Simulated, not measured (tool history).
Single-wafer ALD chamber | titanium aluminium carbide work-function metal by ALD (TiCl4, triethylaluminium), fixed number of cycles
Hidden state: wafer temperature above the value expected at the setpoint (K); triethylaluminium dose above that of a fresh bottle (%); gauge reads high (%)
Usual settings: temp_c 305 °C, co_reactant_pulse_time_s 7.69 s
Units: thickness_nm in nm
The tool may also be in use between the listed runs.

run    hour  temp_c  co_reactant_pulse_time_s  wafers since the last listed run  hours since the last thermocouple change  hours since the last triethylaluminium bottle change  hours since the showerhead was replaced  hours since the gauge calibration  read-back reference wafer on the same gauge, thickness_nm  thickness_nm
  1     0.0     305                      7.69                                 0                                    2055.4                                                1237.0                                   1622.8                               82.3                                                      1.770         1.934
       53.2  -- triethylaluminium bottle replaced
  2    55.6     305                      7.69                               599                                    2111.0                                                   2.4                                   1678.4                              137.9                                                      1.769         1.926
  3   151.2     305                      7.69                              1204                                    2206.6                                                  98.0                                   1774.0                              233.5                                                      1.770         1.923
  4   218.8     305                      7.69                               851                                    2274.2                                                 165.6                                   1841.6                              301.1                                                      1.770         1.926
  5   263.9     305                      7.69                               568                                    2319.3                                                 210.7                                   1886.7                              346.2                                                      1.769         1.928
  6   501.3     305                      7.69                              2991                                    2556.7                                                 448.1                                   2124.1                              583.6                                                      1.770         1.927
  7   555.4     305                      5.32                               681                                    2610.8                                                 502.2                                   2178.2                              637.7                                                      1.767         1.765
  8   634.6     305                      5.32                               997                                    2690.0                                                 581.4                                   2257.4                              716.9                                                      1.770         1.763
  9   711.4     313                      7.69                               967                                    2766.8                                                 658.2                                   2334.2                              793.7                                                      1.769         2.002
 10   807.6     313                      7.69                              1212                                    2863.0                                                 754.4                                   2430.4                              889.9                                                      1.770         1.998
      858.3  -- gauge calibrated
 11   909.8     313                      7.69                              1287                                    2965.2                                                 856.6                                   2532.6                               51.5                                                      1.769         1.998
      976.7  -- thermocouple changed; heater temperature recalibrated
 12  1005.0     305                      7.69                              1098                                      28.3                                                 951.8                                   2627.8                              146.7                                                      1.769         1.927
 13  1080.7     314                     10.29                               953                                     104.0                                                1027.5                                   2703.5                              222.4                                                      1.770         2.108
     1095.9  -- showerhead replaced
 14  1150.1     305                      7.69                               773                                     173.4                                                1096.9                                     54.2                              291.8                                                      1.772         1.924
     1194.8  -- triethylaluminium bottle replaced
 15  1241.4     305                      7.69                              1049                                     264.7                                                  46.6                                    145.5                              383.1                                                      1.771         1.927
 16  1337.7     305                      8.70                              1213                                     361.0                                                 142.9                                    241.8                              479.4                                                      1.769         1.972
 17  1387.3     298                     10.15                               624                                     410.6                                                 192.5                                    291.4                              529.0                                                      1.770         1.949
 18  1491.2     305                      7.69                              1309                                     514.5                                                 296.4                                    395.3                              632.9                                                      1.769         1.933
 19  1566.3     299                      8.77                               946                                     589.6                                                 371.5                                    470.4                              708.0                                                      1.771         1.909
 20  1606.0     310                      7.69                               500                                     629.3                                                 411.2                                    510.1                              747.7                                                      1.770         1.979
 21  1710.9     297                      5.56                              1321                                     734.2                                                 516.1                                    615.0                              852.6                                                      1.770         1.710
     1723.5  -- gauge calibrated
 22  1759.1     309                     10.15                               607                                     782.4                                                 564.3                                    663.2                               35.6                                                      1.770         2.048
 23  1806.6     305                      5.32                               598                                     829.9                                                 611.8                                    710.7                               83.1                                                      1.770         1.760

Forecast each of these 4 alternatives for the next run:
  A  1807.0     305                      7.69                                 5                                     830.3                                                 612.2                                    711.1                               83.5                                                          ?             ?
  B  1807.0     316                      7.69                                 5                                     830.3                                                 612.2                                    711.1                               83.5                                                          ?             ?
  C  1807.0     299                      7.69                                 5                                     830.3                                                 612.2                                    711.1                               83.5                                                          ?             ?
  D  1807.0     316                      9.13                                 5                                     830.3                                                 612.2                                    711.1                               83.5                                                          ?             ?

run  read-back reference wafer on the same gauge, thickness_nm  thickness_nm
  A                                                      1.769         1.923
  B                                                      1.769         2.027
  C                                                      1.769         1.867
  D                                                      1.769         2.084
Without the tool's hidden state the same runs would have given:
run  thickness_nm
  A         1.923
  B         2.027
  C         1.867
  D         2.084

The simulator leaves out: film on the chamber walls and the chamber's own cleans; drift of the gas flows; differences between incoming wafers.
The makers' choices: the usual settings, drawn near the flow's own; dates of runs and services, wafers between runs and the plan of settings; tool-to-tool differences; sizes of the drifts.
